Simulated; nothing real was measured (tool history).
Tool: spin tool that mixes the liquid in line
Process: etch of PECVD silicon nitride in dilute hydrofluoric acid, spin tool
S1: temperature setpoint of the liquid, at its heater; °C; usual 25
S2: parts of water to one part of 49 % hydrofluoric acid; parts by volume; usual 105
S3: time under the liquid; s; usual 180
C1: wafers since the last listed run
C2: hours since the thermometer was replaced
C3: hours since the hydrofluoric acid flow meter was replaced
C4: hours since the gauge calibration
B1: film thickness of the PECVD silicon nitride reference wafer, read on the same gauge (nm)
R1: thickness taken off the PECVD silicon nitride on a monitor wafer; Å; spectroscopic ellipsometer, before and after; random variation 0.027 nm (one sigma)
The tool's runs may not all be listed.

run 1 hour=0 | S1=29 S2=105 S3=265 | C1=0 C2=1996.4 C3=1436.8 C4=1221.6 | B1=95.967 | R1=73.06
run 2 hour=54.7 | S1=29 S2=105 S3=265 | C1=474 C2=2051.1 C3=1491.5 C4=1276.3 | B1=95.673 | R1=72.2
-- hour=57 gauge calibrated
run 3 hour=91.6 | S1=25 S2=105 S3=180 | C1=320 C2=2088 C3=1528.4 C4=34.6 | B1=99.813 | R1=39.98
run 4 hour=296 | S1=25 S2=105 S3=180 | C1=1773 C2=2292.4 C3=1732.8 C4=239 | B1=99.696 | R1=39.88
run 5 hour=359.5 | S1=25 S2=105 S3=180 | C1=551 C2=2355.9 C3=1796.3 C4=302.5 | B1=99.573 | R1=39.73
-- hour=361.4 hydrofluoric acid flow meter replaced
run 6 hour=392.2 | S1=21.5 S2=105 S3=180 | C1=275 C2=2388.6 C3=30.8 C4=335.2 | B1=99.538 | R1=31.35
run 7 hour=432.6 | S1=21.5 S2=105 S3=180 | C1=350 C2=2429 C3=71.2 C4=375.6 | B1=99.473 | R1=31.69
run 8 hour=494.4 | S1=21.5 S2=105 S3=180 | C1=536 C2=2490.8 C3=133 C4=437.4 | B1=99.388 | R1=31.64
run 9 hour=557.1 | S1=25 S2=105 S3=180 | C1=544 C2=2553.5 C3=195.7 C4=500.1 | B1=99.212 | R1=39.56
run 10 hour=581.9 | S1=25 S2=105 S3=130 | C1=215 C2=2578.3 C3=220.5 C4=524.9 | B1=99.149 | R1=28.54
run 11 hour=639.1 | S1=25 S2=105 S3=130 | C1=496 C2=2635.5 C3=277.7 C4=582.1 | B1=99.015 | R1=28.67
run 12 hour=802.9 | S1=25 S2=85 S3=180 | C1=1421 C2=2799.3 C3=441.5 C4=745.9 | B1=98.419 | R1=48.33
run 13 hour=848.3 | S1=25 S2=105 S3=180 | C1=393 C2=2844.7 C3=486.9 C4=791.3 | B1=98.266 | R1=39.33
-- hour=869.4 thermometer replaced
run 14 hour=915.4 | S1=22 S2=85 S3=90 | C1=573 C2=46 C3=554 C4=858.4 | B1=98.001 | R1=19.7
run 15 hour=963.4 | S1=22 S2=105 S3=180 | C1=416 C2=94 C3=602 C4=906.4 | B1=97.748 | R1=32.32
run 16 hour=989.3 | S1=23 S2=155 S3=145 | C1=224 C2=119.9 C3=627.9 C4=932.3 | B1=97.663 | R1=18.65
run 17 hour=1051.9 | S1=25 S2=105 S3=180 | C1=543 C2=182.5 C3=690.5 C4=994.9 | B1=97.372 | R1=38.94
run 18 hour=1122.3 | S1=22.5 S2=135 S3=180 | C1=610 C2=252.9 C3=760.9 C4=1065.3 | B1=97.008 | R1=25.44
-- hour=1143.4 gauge calibrated
run 19 hour=1149.2 | S1=25 S2=105 S3=180 | C1=233 C2=279.8 C3=787.8 C4=5.8 | B1=99.954 | R1=39.95
run 20 hour=1176.8 | S1=29.5 S2=85 S3=270 | C1=239 C2=307.4 C3=815.4 C4=33.4 | B1=99.984 | R1=97.93
run 21 hour=1209 | S1=23.5 S2=60 S3=115 | C1=279 C2=339.6 C3=847.6 C4=65.6 | B1=99.946 | R1=40.17
run 22 hour=1278.5 | S1=25 S2=140 S3=180 | C1=603 C2=409.1 C3=917.1 C4=135.1 | B1=99.906 | R1=30.39
run 23 hour=1378.3 | S1=23 S2=70 S3=290 | C1=866 C2=508.9 C3=1016.9 C4=234.9 | B1=99.842 | R1=82.75
run 24 hour=1428 | S1=29 S2=105 S3=265 | C1=431 C2=558.6 C3=1066.6 C4=284.6 | B1=99.773 | R1=76.03
run 25 hour=1483.3 | S1=27.5 S2=105 S3=180 | C1=479 C2=613.9 C3=1121.9 C4=339.9 | B1=99.694 | R1=46.63
run 26 hour=1526.1 | S1=25 S2=145 S3=180 | C1=371 C2=656.7 C3=1164.7 C4=382.7 | B1=99.61 | R1=28.68
run 27 hour=1570.5 | S1=22 S2=105 S3=235 | C1=385 C2=701.1 C3=1209.1 C4=427.1 | B1=99.504 | R1=42.41
run 28 hour=1602.7 | S1=21 S2=105 S3=180 | C1=279 C2=733.3 C3=1241.3 C4=459.3 | B1=99.427 | R1=30.3
run 29 hour=1652.6 | S1=29.5 S2=105 S3=180 | C1=433 C2=783.2 C3=1291.2 C4=509.2 | B1=99.323 | R1=53.48
run 30 hour=1701.3 | S1=26.5 S2=80 S3=180 | C1=422 C2=831.9 C3=1339.9 C4=557.9 | B1=99.212 | R1=57.44
run 31 hour=1739.2 | S1=30 S2=70 S3=110 | C1=328 C2=869.8 C3=1377.8 C4=595.8 | B1=99.107 | R1=49.58

5 ways to go on from here, each from the tool as it stands after run 31. What would each give?
run A hour=1739.7 | S1=25 S2=105 S3=180 | C1=4 C2=870.3 C3=1378.3 C4=596.3 | B1=? | R1=?
run B hour=1739.7 | S1=25 S2=60 S3=85 | C1=4 C2=870.3 C3=1378.3 C4=596.3 | B1=? | R1=?
run C hour=1739.7 | S1=25 S2=75 S3=180 | C1=4 C2=870.3 C3=1378.3 C4=596.3 | B1=? | R1=?
run D hour=1739.7 | S1=25 S2=125 S3=180 | C1=4 C2=870.3 C3=1378.3 C4=596.3 | B1=? | R1=?
run E hour=1739.7 | S1=22 S2=70 S3=130 | C1=4 C2=870.3 C3=1378.3 C4=596.3 | B1=? | R1=?

run=A B1=99.106 R1=39.45
run=B B1=99.106 R1=32.37
run=C B1=99.106 R1=55.02
run=D B1=99.106 R1=33.19
run=E B1=99.106 R1=34.78
Without the tool's hidden state the same runs would have given:
run=A R1=39.81
run=B R1=32.67
run=C R1=55.52
run=D R1=33.49
run=E R1=35.1
